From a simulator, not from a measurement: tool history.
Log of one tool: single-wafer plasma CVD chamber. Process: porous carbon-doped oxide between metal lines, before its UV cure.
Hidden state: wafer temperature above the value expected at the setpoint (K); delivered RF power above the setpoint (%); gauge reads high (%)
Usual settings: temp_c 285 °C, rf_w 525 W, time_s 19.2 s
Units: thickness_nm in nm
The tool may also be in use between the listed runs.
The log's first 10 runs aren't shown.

| run | hour | temp_c | rf_w | time_s | wafers since the last listed run | hours since the last thermocouple change | hours since the last RF generator calibration | hours since the showerhead was replaced | hours since the gauge calibration | read-back reference wafer on the same gauge, thickness_nm | thickness_nm |
|---|---|---|---|---|---|---|---|---|---|---|---|
|  | 689.4 | RF generator calibrated |
| 11 | 728.6 | 285 | 525 | 19.2 | 2467 | 863.8 | 39.2 | 7371.8 | 2600.8 | 125.083 | 111.408 |
| 12 | 784.7 | 285 | 525 | 19.2 | 2366 | 919.9 | 95.3 | 7427.9 | 2656.9 | 124.886 | 111.355 |
|  | 835.1 | thermocouple changed; heater temperature recalibrated |
|  | 861.9 | showerhead replaced |
| 13 | 885.9 | 285 | 435 | 19.2 | 3594 | 50.8 | 196.5 | 24.0 | 2758.1 | 124.881 | 101.760 |
| 14 | 927.4 | 270 | 455 | 15.9 | 1750 | 92.3 | 238.0 | 65.5 | 2799.6 | 125.046 | 94.455 |
| 15 | 973.1 | 285 | 525 | 15.5 | 1927 | 138.0 | 283.7 | 111.2 | 2845.3 | 125.197 | 90.573 |
| 16 | 1009.6 | 295 | 565 | 16.5 | 1539 | 174.5 | 320.2 | 147.7 | 2881.8 | 124.770 | 93.883 |
| 17 | 1182.6 | 285 | 525 | 17.3 | 7297 | 347.5 | 493.2 | 320.7 | 3054.8 | 124.902 | 100.732 |
| 18 | 1231.9 | 289 | 575 | 22.2 | 2079 | 396.8 | 542.5 | 370.0 | 3104.1 | 125.126 | 130.757 |
| 19 | 1310.1 | 285 | 525 | 19.2 | 3298 | 475.0 | 620.7 | 448.2 | 3182.3 | 124.968 | 110.902 |
| 20 | 1401.0 | 285 | 525 | 19.2 | 3834 | 565.9 | 711.6 | 539.1 | 3273.2 | 125.010 | 111.519 |
|  | 1431.5 | gauge calibrated |
| 21 | 1479.5 | 296 | 440 | 19.2 | 3311 | 644.4 | 790.1 | 617.6 | 48.0 | 125.135 | 97.008 |
|  | 1520.3 | RF generator calibrated |
| 22 | 1525.7 | 285 | 525 | 19.2 | 1611 | 690.6 | 5.4 | 663.8 | 94.2 | 124.927 | 110.977 |
| 23 | 1620.1 | 272 | 525 | 19.2 | 3982 | 785.0 | 99.8 | 758.2 | 188.6 | 125.211 | 119.577 |
| 24 | 1667.6 | 285 | 525 | 19.2 | 2003 | 832.5 | 147.3 | 805.7 | 236.1 | 125.087 | 111.931 |
| 25 | 1705.2 | 285 | 625 | 17.0 | 1586 | 870.1 | 184.9 | 843.3 | 273.7 | 124.926 | 107.456 |
| 26 | 1824.5 | 285 | 525 | 19.2 | 5032 | 989.4 | 304.2 | 962.6 | 393.0 | 125.009 | 111.068 |
|  | 1859.5 | thermocouple changed; heater temperature recalibrated |
| 27 | 1865.7 | 285 | 525 | 19.2 | 1400 | 6.2 | 345.4 | 1003.8 | 434.2 | 125.154 | 111.053 |
| 28 | 1963.1 | 292 | 445 | 19.2 | 4108 | 103.6 | 442.8 | 1101.2 | 531.6 | 125.039 | 99.501 |
| 29 | 2024.2 | 275 | 495 | 17.4 | 2577 | 164.7 | 503.9 | 1162.3 | 592.7 | 125.029 | 103.464 |
| 30 | 2126.7 | 285 | 525 | 19.2 | 4323 | 267.2 | 606.4 | 1264.8 | 695.2 | 125.011 | 110.916 |
| 31 | 2218.7 | 296 | 525 | 19.2 | 3880 | 359.2 | 698.4 | 1356.8 | 787.2 | 125.157 | 104.589 |
| 32 | 2319.2 | 277 | 480 | 20.3 | 4239 | 459.7 | 798.9 | 1457.3 | 887.7 | 124.964 | 117.831 |
| 33 | 2406.1 | 298 | 525 | 19.2 | 3665 | 546.6 | 885.8 | 1544.2 | 974.6 | 124.922 | 103.716 |

5 ways to go on from here, each from the tool as it stands after run 33. What would each give?
| A | 2406.5 | 292 | 525 | 19.2 | 16 | 547.0 | 886.2 | 1544.6 | 975.0 | ? | ? |
| B | 2406.5 | 285 | 625 | 20.8 | 16 | 547.0 | 886.2 | 1544.6 | 975.0 | ? | ? |
| C | 2406.5 | 298 | 445 | 22.6 | 16 | 547.0 | 886.2 | 1544.6 | 975.0 | ? | ? |
| D | 2406.5 | 285 | 525 | 16.6 | 16 | 547.0 | 886.2 | 1544.6 | 975.0 | ? | ? |
| E | 2406.5 | 299 | 525 | 20.6 | 16 | 547.0 | 886.2 | 1544.6 | 975.0 | ? | ? |

| run | read-back reference wafer on the same gauge, thickness_nm | thickness_nm |
|---|---|---|
| A | 125.143 | 107.645 |
| B | 125.143 | 131.368 |
| C | 125.143 | 112.994 |
| D | 125.143 | 97.143 |
| E | 125.143 | 111.116 |
Without the tool's hidden state the same runs would have given:
| run | thickness_nm |
|---|---|
| A | 107.645 |
| B | 131.368 |
| C | 112.994 |
| D | 97.143 |
| E | 111.116 |

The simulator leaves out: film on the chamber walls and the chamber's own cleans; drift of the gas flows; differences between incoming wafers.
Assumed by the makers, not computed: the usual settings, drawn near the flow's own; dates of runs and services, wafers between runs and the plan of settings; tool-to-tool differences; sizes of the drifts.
